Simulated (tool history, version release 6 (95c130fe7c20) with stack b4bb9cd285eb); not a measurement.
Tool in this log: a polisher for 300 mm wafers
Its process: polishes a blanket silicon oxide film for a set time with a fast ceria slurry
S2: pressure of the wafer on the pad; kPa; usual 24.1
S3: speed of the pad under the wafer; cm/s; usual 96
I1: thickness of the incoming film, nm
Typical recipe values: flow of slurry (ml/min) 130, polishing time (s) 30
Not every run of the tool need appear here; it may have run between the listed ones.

{"run": 1, "hour": 0.0, "flow of slurry (ml/min)": 130, "S2": 24.1, "S3": 96, "polishing time (s)": 37, "I1": 1606.3, "film removed (nm)": 759.3}
{"hour": 49.2, "done": "slurry nozzle cleaned"}
{"run": 2, "hour": 79.0, "flow of slurry (ml/min)": 130, "S2": 24.1, "S3": 96, "polishing time (s)": 37, "I1": 1575.7, "film removed (nm)": 789.7}
{"run": 3, "hour": 129.5, "flow of slurry (ml/min)": 130, "S2": 24.1, "S3": 96, "polishing time (s)": 37, "I1": 1575.7, "film removed (nm)": 807.3}
{"hour": 142.7, "done": "worn pad replaced by a new one"}
{"run": 4, "hour": 197.3, "flow of slurry (ml/min)": 130, "S2": 19.3, "S3": 96, "polishing time (s)": 30, "I1": 1589.2, "film removed (nm)": 529.0}
{"run": 5, "hour": 262.4, "flow of slurry (ml/min)": 130, "S2": 19.3, "S3": 96, "polishing time (s)": 30, "I1": 1595.6, "film removed (nm)": 539.3}
{"run": 6, "hour": 306.8, "flow of slurry (ml/min)": 130, "S2": 19.3, "S3": 96, "polishing time (s)": 30, "I1": 1589.4, "film removed (nm)": 536.4}
{"hour": 343.9, "done": "worn pad replaced by a new one"}
{"run": 7, "hour": 381.0, "flow of slurry (ml/min)": 130, "S2": 24.1, "S3": 72, "polishing time (s)": 30, "I1": 1581.3, "film removed (nm)": 498.9}
{"hour": 439.3, "done": "head pressure recalibrated"}
{"run": 8, "hour": 447.2, "flow of slurry (ml/min)": 130, "S2": 19.3, "S3": 96, "polishing time (s)": 30, "I1": 1605.1, "film removed (nm)": 494.7}
{"hour": 515.3, "done": "worn pad replaced by a new one"}
{"run": 9, "hour": 527.0, "flow of slurry (ml/min)": 160, "S2": 18.6, "S3": 96, "polishing time (s)": 30, "I1": 1585.1, "film removed (nm)": 502.7}
{"run": 10, "hour": 622.3, "flow of slurry (ml/min)": 130, "S2": 17.9, "S3": 78, "polishing time (s)": 30, "I1": 1602.6, "film removed (nm)": 375.4}
{"hour": 685.8, "done": "worn pad replaced by a new one"}
{"run": 11, "hour": 716.8, "flow of slurry (ml/min)": 105, "S2": 19.3, "S3": 84, "polishing time (s)": 40, "I1": 1580.5, "film removed (nm)": 542.7}
{"hour": 749.2, "done": "slurry nozzle cleaned"}
{"run": 12, "hour": 804.4, "flow of slurry (ml/min)": 130, "S2": 24.1, "S3": 96, "polishing time (s)": 30, "I1": 1563.0, "film removed (nm)": 638.7}
{"hour": 857.3, "done": "worn pad replaced by a new one"}
{"run": 13, "hour": 876.9, "flow of slurry (ml/min)": 105, "S2": 24.1, "S3": 126, "polishing time (s)": 22, "I1": 1615.9, "film removed (nm)": 589.3}
{"run": 14, "hour": 952.4, "flow of slurry (ml/min)": 150, "S2": 24.1, "S3": 128, "polishing time (s)": 36, "I1": 1558.6, "film removed (nm)": 1050.3}

Alternative continuations, all from the tool just after run 14; predict every row:
{"run": "A", "hour": 952.8, "flow of slurry (ml/min)": 130, "S2": 26.2, "S3": 96, "polishing time (s)": 30, "I1": 1570.8, "film removed (nm)": "?"}
{"run": "B", "hour": 952.8, "flow of slurry (ml/min)": 130, "S2": 31.7, "S3": 96, "polishing time (s)": 30, "I1": 1570.8, "film removed (nm)": "?"}
{"run": "C", "hour": 952.8, "flow of slurry (ml/min)": 85, "S2": 26.2, "S3": 96, "polishing time (s)": 30, "I1": 1570.8, "film removed (nm)": "?"}
{"run": "D", "hour": 952.8, "flow of slurry (ml/min)": 170, "S2": 17.9, "S3": 76, "polishing time (s)": 22, "I1": 1570.8, "film removed (nm)": "?"}

run=A film_removed_(nm)=707.0
run=B film_removed_(nm)=847.2
run=C film_removed_(nm)=627.1
run=D film_removed_(nm)=303.6
Stripped of hidden state, with their random variation kept, the same runs would have yielded:
run=A film_removed_(nm)=670.6
run=B film_removed_(nm)=803.5
run=C film_removed_(nm)=596.2
run=D film_removed_(nm)=287.6
